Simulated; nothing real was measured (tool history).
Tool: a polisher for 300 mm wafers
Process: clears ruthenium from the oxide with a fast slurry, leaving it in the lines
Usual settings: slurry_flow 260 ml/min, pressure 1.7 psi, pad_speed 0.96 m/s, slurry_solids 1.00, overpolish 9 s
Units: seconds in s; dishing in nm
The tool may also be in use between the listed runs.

run   hour  slurry_flow  pressure  pad_speed  slurry_solids  overpolish  incoming thickness of the incoming film, nm  seconds  dishing
  1    0.0          260       1.7       0.96           1.00           7                                        149.4     58.0     14.2
  2   22.9          260       1.7       0.96           1.00           7                                        152.4     60.6     14.0
  3   35.9          260       1.7       0.96           1.00           7                                        152.2     62.2     13.8
  4   46.8          260       1.7       0.96           1.00           9                                        148.1     60.5     17.3
      90.7  -- worn pad replaced by a new one
  5   99.4          260       1.7       0.96           1.00           9                                        151.6     58.4     18.2
  6  115.8          260       1.7       0.96           1.00           9                                        150.2     59.9     17.8
     128.1  -- slurry nozzle cleaned
  7  128.6          260       1.7       0.96           1.00           9                                        150.6     60.7     18.0
     140.0  -- slurry blender recalibrated
  8  144.9          260       1.7       0.96           1.00           9                                        148.3     59.2     17.4
  9  152.4          260       1.7       0.96           1.00           9                                        150.8     61.8     17.6
 10  165.3          260       1.7       1.08           1.00           9                                        150.3     55.3     19.0
 11  179.0          260       1.7       1.08           1.00           9                                        148.3     55.5     19.2
     195.4  -- worn pad replaced by a new one
 12  195.9          260       2.1       0.66           1.00           9                                        151.6     68.0     15.9
     199.5  -- head pressure recalibrated
 13  205.0          260       1.7       1.12           0.85           8                                        148.8     55.7     16.4
 14  221.2          260       1.9       1.30           1.00           6                                        149.8     40.9     17.2
 15  232.2          260       2.0       0.96           1.00           9                                        148.6     53.4     19.8
 16  243.7          180       1.2       0.96           1.00           9                                        148.1     94.1     11.6
 17  249.9          260       1.7       0.64           1.15           9                                        148.4     89.4     12.0
 18  262.5          185       2.0       1.28           1.00           5                                        150.8     43.1     13.7
 19  280.0          200       1.7       1.22           0.75           9                                        147.8     60.0     17.4
     291.5  -- worn pad replaced by a new one
 20  292.0          260       1.7       0.96           1.00           9                                        150.9     59.9     17.9
 21  301.7          200       1.4       0.76           1.00          12                                        148.5     94.4     14.8
 22  308.0          260       1.7       0.96           1.00           9                                        151.2     61.6     17.2
 23  325.6          345       1.2       1.06           1.00           9                                        150.4     77.2     14.2
 24  337.0          230       1.7       1.28           0.90           8                                        151.6     50.4     18.8
 25  349.2          260       1.7       1.28           1.00           9                                        149.0     47.4     22.5
 26  357.7          180       1.2       0.96           1.00           9                                        152.1     96.3     11.4
 27  374.2          260       1.7       1.08           1.00           9                                        147.7     56.5     18.5
     380.3  -- worn pad replaced by a new one
 28  383.6          260       1.7       0.96           1.00           9                                        148.5     59.3     18.0
 29  399.1          260       1.4       1.24           1.00          12                                        147.5     56.0     24.6

Forecast each of these 3 alternatives for the next run:
  A  399.6          260       1.7       0.96           1.00           9                                        150.3        ?        ?
  B  399.6          340       1.7       0.96           1.00          13                                        150.3        ?        ?
  C  399.6          210       1.7       0.76           1.20          14                                        150.3        ?        ?

run  seconds  dishing
  A     60.8     17.5
  B     59.3     25.3
  C     73.1     22.3
Without the tool's hidden state the same runs would have given:
run  seconds  dishing
  A     60.9     17.5
  B     59.3     25.3
  C     73.1     22.3
